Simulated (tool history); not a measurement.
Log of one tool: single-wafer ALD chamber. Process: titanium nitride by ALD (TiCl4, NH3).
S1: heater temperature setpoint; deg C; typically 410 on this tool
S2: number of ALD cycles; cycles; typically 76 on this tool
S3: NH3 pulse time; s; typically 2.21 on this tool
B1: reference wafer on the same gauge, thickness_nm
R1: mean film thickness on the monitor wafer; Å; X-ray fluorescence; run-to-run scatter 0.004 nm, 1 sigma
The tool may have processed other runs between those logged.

| run | hour | S1 | S2 | S3 | B1 | R1 |
|---|---|---|---|---|---|---|
| 1 | 0 | 410 | 76 | 2.73 | 1.759 | 15.96 |
| 2 | 17.4 | 410 | 76 | 2.21 | 1.758 | 15.84 |
| 3 | 25.7 | 410 | 76 | 2.21 | 1.759 | 15.77 |
| 4 | 41.8 | 410 | 76 | 2.21 | 1.76 | 15.82 |
| 5 | 50.9 | 421 | 76 | 2.21 | 1.758 | 15.88 |
| 6 | 66.8 | 421 | 76 | 2.21 | 1.76 | 15.93 |
| 7 | 74.3 | 410 | 76 | 1.86 | 1.761 | 15.64 |
| 8 | 84.5 | 410 | 76 | 1.86 | 1.76 | 15.6 |
| 9 | 93.1 | 410 | 76 | 1.86 | 1.759 | 15.59 |
| 10 | 99.9 | 417 | 76 | 2.21 | 1.76 | 15.81 |
| 11 | 106.6 | 417 | 76 | 2.21 | 1.76 | 15.86 |
| 12 | 114.6 | 417 | 76 | 2.21 | 1.761 | 15.88 |
| 13 | 130.2 | 410 | 76 | 2.53 | 1.76 | 15.9 |
| 14 | 145.1 | 410 | 76 | 2.53 | 1.76 | 15.96 |
| 15 | 155.4 | 410 | 76 | 2.21 | 1.76 | 15.78 |
| 16 | 170.5 | 410 | 76 | 2.21 | 1.759 | 15.79 |
| 17 | 183.6 | 399 | 76 | 2.21 | 1.761 | 15.76 |
| 18 | 201.5 | 402 | 86 | 2.9 | 1.761 | 18.13 |
| 19 | 215.5 | 401 | 76 | 2.85 | 1.76 | 15.98 |
| 20 | 227.8 | 410 | 76 | 2.21 | 1.761 | 15.85 |
| 21 | 249.5 | 395 | 76 | 1.48 | 1.761 | 14.98 |
| 22 | 258.4 | 416 | 89 | 2.98 | 1.76 | 18.67 |
| 23 | 270.7 | 424 | 83 | 2.94 | 1.761 | 17.48 |
| 24 | 278.4 | 423 | 76 | 2.6 | 1.76 | 16.02 |
| 25 | 288.5 | 416 | 76 | 2.21 | 1.761 | 15.87 |
| 26 | 305 | 420 | 70 | 2.6 | 1.76 | 14.71 |
| 27 | 320.8 | 410 | 76 | 1.99 | 1.759 | 15.75 |
| 28 | 328.3 | 400 | 76 | 1.34 | 1.761 | 14.82 |
| 29 | 344.3 | 398 | 62 | 2.89 | 1.76 | 12.99 |
| 30 | 353.6 | 404 | 87 | 2.68 | 1.761 | 18.27 |
| 31 | 367.4 | 410 | 76 | 2.21 | 1.759 | 15.82 |
| 32 | 378.5 | 410 | 76 | 1.57 | 1.76 | 15.39 |
| 33 | 384.5 | 401 | 65 | 2.51 | 1.76 | 13.59 |
| 34 | 395.8 | 410 | 76 | 2.21 | 1.76 | 15.85 |
| 35 | 404.2 | 410 | 76 | 2.21 | 1.761 | 15.86 |
| 36 | 415.2 | 400 | 64 | 2.93 | 1.762 | 13.45 |
| 37 | 431.5 | 421 | 76 | 2.21 | 1.762 | 15.83 |
| 38 | 439 | 410 | 76 | 2.21 | 1.761 | 15.88 |
| 39 | 454.7 | 422 | 62 | 3.03 | 1.761 | 13.11 |

Missing from the log above: 3 entries noted between runs. For each, name the pair of listed runs it sits between and say how the tool's hidden condition differs from the listed run just before to the listed run just after:
Logged between run 8 and run 9: showerhead replaced (hour 92.6)
  nothing in the hidden state changes from one run to the other
Logged between run 18 and run 19: gauge calibrated (hour 207.7)
  nothing in the hidden state changes from one run to the other
Logged between run 20 and run 21: thermocouple changed; heater temperature recalibrated (hour 249)
  nothing in the hidden state changes from one run to the other
